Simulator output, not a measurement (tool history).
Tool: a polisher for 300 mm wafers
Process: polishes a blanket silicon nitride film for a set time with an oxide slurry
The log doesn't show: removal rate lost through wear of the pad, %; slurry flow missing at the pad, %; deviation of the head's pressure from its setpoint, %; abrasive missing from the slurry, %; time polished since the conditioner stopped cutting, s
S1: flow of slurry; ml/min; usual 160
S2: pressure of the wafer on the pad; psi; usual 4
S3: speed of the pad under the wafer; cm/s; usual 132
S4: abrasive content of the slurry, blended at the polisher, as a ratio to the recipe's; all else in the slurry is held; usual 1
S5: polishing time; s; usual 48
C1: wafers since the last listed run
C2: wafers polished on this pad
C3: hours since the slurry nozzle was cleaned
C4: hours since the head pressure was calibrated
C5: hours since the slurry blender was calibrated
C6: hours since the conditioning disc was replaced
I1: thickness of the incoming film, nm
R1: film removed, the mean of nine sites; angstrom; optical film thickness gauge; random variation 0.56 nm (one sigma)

| run | hour | S1 | S2 | S3 | S4 | S5 | C1 | C2 | C3 | C4 | C5 | C6 | I1 | R1 |
|---|---|---|---|---|---|---|---|---|---|---|---|---|---|---|
| 1 | 0 | 160 | 4 | 132 | 1 | 48 | 0 | 1202 | 59.9 | 1087.9 | 100.9 | 267.8 | 579.8 | 363 |
|  | 10 | worn pad replaced by a new one |
| 2 | 15.9 | 160 | 4 | 132 | 1 | 48 | 89 | 44 | 75.8 | 1103.8 | 116.8 | 283.7 | 585.4 | 366 |
| 3 | 29.5 | 160 | 4 | 132 | 1 | 48 | 102 | 146 | 89.4 | 1117.4 | 130.4 | 297.3 | 575.2 | 370 |
|  | 37.9 | head pressure recalibrated |
| 4 | 38.4 | 160 | 4 | 132 | 1 | 48 | 52 | 198 | 98.3 | 0.5 | 139.3 | 306.2 | 588.8 | 354 |
| 5 | 44 | 160 | 4 | 132 | 0.75 | 48 | 42 | 240 | 103.9 | 6.1 | 144.9 | 311.8 | 583.2 | 289 |
| 6 | 55.5 | 160 | 3 | 148 | 1.1 | 61 | 86 | 327 | 115.4 | 17.6 | 156.4 | 323.3 | 572.7 | 419 |
| 7 | 69.9 | 160 | 4 | 132 | 1.2 | 33 | 108 | 436 | 129.8 | 32 | 170.8 | 337.7 | 579.1 | 263 |
| 8 | 80.1 | 205 | 3.6 | 162 | 1 | 60 | 76 | 513 | 140 | 42.2 | 181 | 347.9 | 577.2 | 488 |
| 9 | 86.5 | 160 | 4 | 160 | 1 | 48 | 48 | 561 | 146.4 | 48.6 | 187.4 | 354.3 | 587.6 | 407 |
|  | 100.3 | slurry blender recalibrated |
|  | 104.1 | conditioning disc replaced and pad reconditioned |
| 10 | 104.6 | 160 | 4 | 110 | 0.75 | 40 | 106 | 667 | 164.5 | 66.7 | 4.3 | 0.5 | 580.5 | 227 |
| 11 | 113.1 | 160 | 4 | 110 | 0.75 | 40 | 64 | 731 | 173 | 75.2 | 12.8 | 9 | 574.9 | 237 |
| 12 | 121.9 | 120 | 4 | 146 | 1 | 59 | 66 | 798 | 181.8 | 84 | 21.6 | 17.8 | 571.4 | 490 |
| 13 | 138.7 | 135 | 5.2 | 164 | 1 | 58 | 126 | 924 | 198.6 | 100.8 | 38.4 | 34.6 | 573.7 | 648 |
| 14 | 156.2 | 160 | 4 | 132 | 1.2 | 48 | 131 | 1056 | 216.1 | 118.3 | 55.9 | 52.1 | 581.9 | 414 |
| 15 | 172.6 | 160 | 4 | 114 | 1 | 48 | 123 | 1180 | 232.5 | 134.7 | 72.3 | 68.5 | 584.7 | 337 |
| 16 | 178.6 | 160 | 4.5 | 132 | 1 | 48 | 45 | 1225 | 238.5 | 140.7 | 78.3 | 74.5 | 571.3 | 405 |
|  | 194.2 | worn pad replaced by a new one |
| 17 | 194.7 | 160 | 4 | 112 | 1 | 48 | 91 | 3 | 254.6 | 156.8 | 94.4 | 90.6 | 586.5 | 326 |
| 18 | 207 | 160 | 4 | 132 | 1 | 57 | 92 | 96 | 266.9 | 169.1 | 106.7 | 102.9 | 585.7 | 435 |
| 19 | 256.1 | 195 | 4 | 132 | 1 | 48 | 370 | 466 | 316 | 218.2 | 155.8 | 152 | 579.1 | 362 |
| 20 | 266.4 | 160 | 5.1 | 158 | 1 | 34 | 77 | 544 | 326.3 | 228.5 | 166.1 | 162.3 | 578.6 | 356 |
| 21 | 273.2 | 160 | 4 | 132 | 1 | 48 | 51 | 595 | 333.1 | 235.3 | 172.9 | 169.1 | 575.2 | 343 |
| 22 | 280.6 | 160 | 2.6 | 132 | 1 | 48 | 55 | 651 | 340.5 | 242.7 | 180.3 | 176.5 | 589.4 | 249 |
|  | 290.7 | slurry blender recalibrated |
| 23 | 297.2 | 210 | 4 | 92 | 0.85 | 58 | 110 | 761 | 357.1 | 259.3 | 6.5 | 193.1 | 582.9 | 327 |
| 24 | 304.3 | 175 | 4 | 132 | 1 | 48 | 53 | 814 | 364.2 | 266.4 | 13.6 | 200.2 | 589.9 | 394 |
| 25 | 317.4 | 160 | 4 | 160 | 1 | 48 | 98 | 913 | 377.3 | 279.5 | 26.7 | 213.3 | 572.3 | 456 |
| 26 | 330.1 | 160 | 4 | 132 | 1 | 48 | 95 | 1009 | 390 | 292.2 | 39.4 | 226 | 573.2 | 385 |
| 27 | 338 | 160 | 2.8 | 158 | 1.2 | 38 | 59 | 1068 | 397.9 | 300.1 | 47.3 | 233.9 | 573.2 | 302 |

The tool's hidden state at each run:
removal rate lost through wear of the pad, %: 0 in every run
slurry flow missing at the pad, %: 0 in every run
deviation of the head's pressure from its setpoint, %: 0 in every run
time polished since the conditioner stopped cutting, s: 0 in every run
H1: abrasive missing from the slurry, %
| run | H1 |
|---|---|
| 1 | 10.7 |
| 2 | 12.3 |
| 3 | 13.6 |
| 4 | 14.5 |
| 5 | 15 |
| 6 | 16.2 |
| 7 | 17.6 |
| 8 | 18.6 |
| 9 | 19.3 |
| 10 | 0.746 |
| 11 | 1.59 |
| 12 | 2.47 |
| 13 | 4.14 |
| 14 | 5.88 |
| 15 | 7.51 |
| 16 | 8.11 |
| 17 | 9.71 |
| 18 | 10.9 |
| 19 | 15.8 |
| 20 | 16.8 |
| 21 | 17.5 |
| 22 | 18.3 |
| 23 | 0.891 |
| 24 | 1.6 |
| 25 | 2.9 |
| 26 | 4.16 |
| 27 | 4.95 |

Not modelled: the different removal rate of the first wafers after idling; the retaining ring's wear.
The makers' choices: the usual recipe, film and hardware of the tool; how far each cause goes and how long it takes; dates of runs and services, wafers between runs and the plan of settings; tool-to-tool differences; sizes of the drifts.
